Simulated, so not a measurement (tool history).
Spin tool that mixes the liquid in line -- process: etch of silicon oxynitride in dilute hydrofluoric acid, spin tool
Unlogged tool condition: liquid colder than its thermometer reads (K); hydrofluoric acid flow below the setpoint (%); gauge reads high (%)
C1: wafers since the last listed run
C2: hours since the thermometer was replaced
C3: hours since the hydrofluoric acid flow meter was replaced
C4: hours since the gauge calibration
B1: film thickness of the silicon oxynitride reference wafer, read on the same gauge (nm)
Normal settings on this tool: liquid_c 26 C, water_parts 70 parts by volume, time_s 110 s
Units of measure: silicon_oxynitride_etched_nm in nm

run 1 hour=0 | liquid_c=26 water_parts=70 time_s=110 | C1=0 C2=1333.9 C3=660.7 C4=220.9 | B1=69.99 | silicon_oxynitride_etched_nm=6.07
run 2 hour=41.7 | liquid_c=26 water_parts=70 time_s=110 | C1=292 C2=1375.6 C3=702.4 C4=262.6 | B1=69.98 | silicon_oxynitride_etched_nm=5.9
-- hour=94.7 hydrofluoric acid flow meter replaced
run 3 hour=111.8 | liquid_c=26 water_parts=70 time_s=110 | C1=483 C2=1445.7 C3=17.1 C4=332.7 | B1=69.99 | silicon_oxynitride_etched_nm=6.57
run 4 hour=162.1 | liquid_c=26 water_parts=70 time_s=110 | C1=352 C2=1496 C3=67.4 C4=383 | B1=69.99 | silicon_oxynitride_etched_nm=6.49
run 5 hour=253.3 | liquid_c=26 water_parts=70 time_s=110 | C1=638 C2=1587.2 C3=158.6 C4=474.2 | B1=69.99 | silicon_oxynitride_etched_nm=6.53
-- hour=307.6 thermometer replaced
-- hour=348.4 gauge calibrated
run 6 hour=359.4 | liquid_c=26 water_parts=70 time_s=110 | C1=736 C2=51.8 C3=264.7 C4=11 | B1=70 | silicon_oxynitride_etched_nm=6.8
run 7 hour=417.3 | liquid_c=26 water_parts=70 time_s=130 | C1=405 C2=109.7 C3=322.6 C4=68.9 | B1=70.02 | silicon_oxynitride_etched_nm=7.91
run 8 hour=501.4 | liquid_c=21.5 water_parts=55 time_s=70 | C1=589 C2=193.8 C3=406.7 C4=153 | B1=69.99 | silicon_oxynitride_etched_nm=4.41
run 9 hour=589.3 | liquid_c=26 water_parts=70 time_s=70 | C1=615 C2=281.7 C3=494.6 C4=240.9 | B1=70.01 | silicon_oxynitride_etched_nm=4.07
run 10 hour=670.6 | liquid_c=26 water_parts=70 time_s=85 | C1=569 C2=363 C3=575.9 C4=322.2 | B1=70 | silicon_oxynitride_etched_nm=4.92
-- hour=679.8 hydrofluoric acid flow meter replaced
run 11 hour=715.1 | liquid_c=21.5 water_parts=35 time_s=85 | C1=304 C2=407.5 C3=35.3 C4=366.7 | B1=69.99 | silicon_oxynitride_etched_nm=8.83
run 12 hour=795.5 | liquid_c=21.5 water_parts=35 time_s=170 | C1=563 C2=487.9 C3=115.7 C4=447.1 | B1=69.98 | silicon_oxynitride_etched_nm=17.28
run 13 hour=898.8 | liquid_c=21.5 water_parts=35 time_s=170 | C1=723 C2=591.2 C3=219 C4=550.4 | B1=70.02 | silicon_oxynitride_etched_nm=16.79
run 14 hour=943.4 | liquid_c=30.5 water_parts=55 time_s=160 | C1=312 C2=635.8 C3=263.6 C4=595 | B1=69.98 | silicon_oxynitride_etched_nm=15.46

Predict each of these 3 candidate next runs independently; none follows another, all start after run 14:
run A hour=943.8 | liquid_c=26 water_parts=105 time_s=110 | C1=2 C2=636.2 C3=264 C4=595.4 | B1=? | silicon_oxynitride_etched_nm=?
run B hour=943.8 | liquid_c=28.5 water_parts=55 time_s=150 | C1=2 C2=636.2 C3=264 C4=595.4 | B1=? | silicon_oxynitride_etched_nm=?
run C hour=943.8 | liquid_c=22.5 water_parts=70 time_s=125 | C1=2 C2=636.2 C3=264 C4=595.4 | B1=? | silicon_oxynitride_etched_nm=?

run=A B1=70.01 silicon_oxynitride_etched_nm=4.23
run=B B1=70.01 silicon_oxynitride_etched_nm=12.98
run=C B1=70.01 silicon_oxynitride_etched_nm=6.28
Take away the tool's hidden state, keep each run's random variation, and the runs would have read:
run=A silicon_oxynitride_etched_nm=4.61
run=B silicon_oxynitride_etched_nm=14.14
run=C silicon_oxynitride_etched_nm=6.86

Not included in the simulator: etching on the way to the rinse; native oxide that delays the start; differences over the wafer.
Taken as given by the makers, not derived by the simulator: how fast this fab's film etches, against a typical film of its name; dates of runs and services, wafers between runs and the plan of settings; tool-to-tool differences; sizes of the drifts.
